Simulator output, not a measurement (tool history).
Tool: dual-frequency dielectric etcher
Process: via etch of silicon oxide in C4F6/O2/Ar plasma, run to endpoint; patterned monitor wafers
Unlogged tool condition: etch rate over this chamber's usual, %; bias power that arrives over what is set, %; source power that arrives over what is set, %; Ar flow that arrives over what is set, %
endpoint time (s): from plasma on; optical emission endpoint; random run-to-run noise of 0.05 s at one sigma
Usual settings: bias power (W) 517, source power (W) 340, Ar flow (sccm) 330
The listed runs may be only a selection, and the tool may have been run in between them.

run   hour  bias power (W)  source power (W)  Ar flow (sccm)  wafers since the last listed run  hours since the last wet clean  hours since the last bias power generator calibration  hours since the last source power generator calibration  hours since the last Ar flow controller change  hours since the last upper electrode change  incoming incoming film thickness, nm  endpoint time (s)
  1      0             578               400             330                                 0                            26.6                                                 2180.2                                                   2451.1                                          1522.1                                       4349.6                                  74.3               14.9
  2   20.3             578               400             330                               193                            46.9                                                 2200.5                                                   2471.4                                          1542.4                                       4369.9                                  73.5               14.8
  3   38.1             578               400             330                               169                            64.7                                                 2218.3                                                   2489.2                                          1560.2                                       4387.7                                    73               14.8
  4   68.6             517               340             353                               291                            95.2                                                 2248.8                                                   2519.7                                          1590.7                                       4418.2                                    73                 17
  5  103.4             517               340             353                               332                             130                                                 2283.6                                                   2554.5                                          1625.5                                         4453                                  73.6               17.2
  6  124.5             517               340             353                               201                           151.1                                                 2304.7                                                   2575.6                                          1646.6                                       4474.1                                  73.7               17.2
  7  159.4             517               340             330                               333                             186                                                 2339.6                                                   2610.5                                          1681.5                                         4509                                  73.3               17.1
  8  193.2             517               340             330                               322                           219.8                                                 2373.4                                                   2644.3                                          1715.3                                       4542.8                                  73.4               17.1
  9  228.2             517               340             330                               334                           254.8                                                 2408.4                                                   2679.3                                          1750.3                                       4577.8                                  73.6               17.2
 10  251.2             517               340             330                               219                           277.8                                                 2431.4                                                   2702.3                                          1773.3                                       4600.8                                  74.2               17.3
     265.4  -- source power generator calibrated
       277  -- bias power generator calibrated
 11  277.8             517               340             330                               177                           304.4                                                    0.8                                                     12.4                                          1799.9                                       4627.4                                  74.4               17.4
 12  290.4             594               340             387                               120                             317                                                   13.4                                                       25                                          1812.5                                         4640                                  73.1                 16
 13  310.8             517               340             330                               194                           337.4                                                   33.8                                                     45.4                                          1832.9                                       4660.4                                  73.7               17.4
 14  332.6             581               410             307                               208                           359.2                                                   55.6                                                     67.2                                          1854.7                                       4682.2                                  73.4               14.8
 15  352.6             517               340             330                               190                           379.2                                                   75.6                                                     87.2                                          1874.7                                       4702.2                                  74.2               17.4
 16  369.5             517               400             330                               161                           396.1                                                   92.5                                                    104.1                                          1891.6                                       4719.1                                  72.9               16.1
     387.6  -- Ar flow controller replaced
 17  388.1             449               300             330                               120                           414.7                                                  111.1                                                    122.7                                             0.5                                       4737.7                                  73.9               20.2
     417.8  -- wet clean of the chamber
       422  -- upper electrode replaced
 18  422.5             517               340             330                                59                             4.7                                                  145.5                                                    157.1                                            34.9                                          0.5                                  73.1               16.8
 19  431.8             558               400             390                                88                              14                                                  154.8                                                    166.4                                            44.2                                          9.8                                  73.5               15.4
 20  459.6             517               340             378                               265                            41.8                                                  182.6                                                    194.2                                              72                                         37.6                                    74               17.4
 21  474.5             517               340             330                               142                            56.7                                                  197.5                                                    209.1                                            86.9                                         52.5                                  73.5                 17
 22  493.3             517               410             307                               179                            75.5                                                  216.3                                                    227.9                                           105.7                                         71.3                                  73.9               15.7
 23  516.9             453               300             392                               225                            99.1                                                  239.9                                                    251.5                                           129.3                                         94.9                                  73.9               19.9
 24  533.4             517               300             251                               157                           115.6                                                  256.4                                                      268                                           145.8                                        111.4                                  73.2               17.4

Predict the results of run 25:
 25  584.5             517               340             330                               487                           166.7                                                  307.5                                                    319.1                                           196.9                                        162.5                                  74.3                  ?

Run 25 yielded endpoint time (s) 17.3.
With no hidden state in the tool, this same run would have given endpoint time (s) 17.
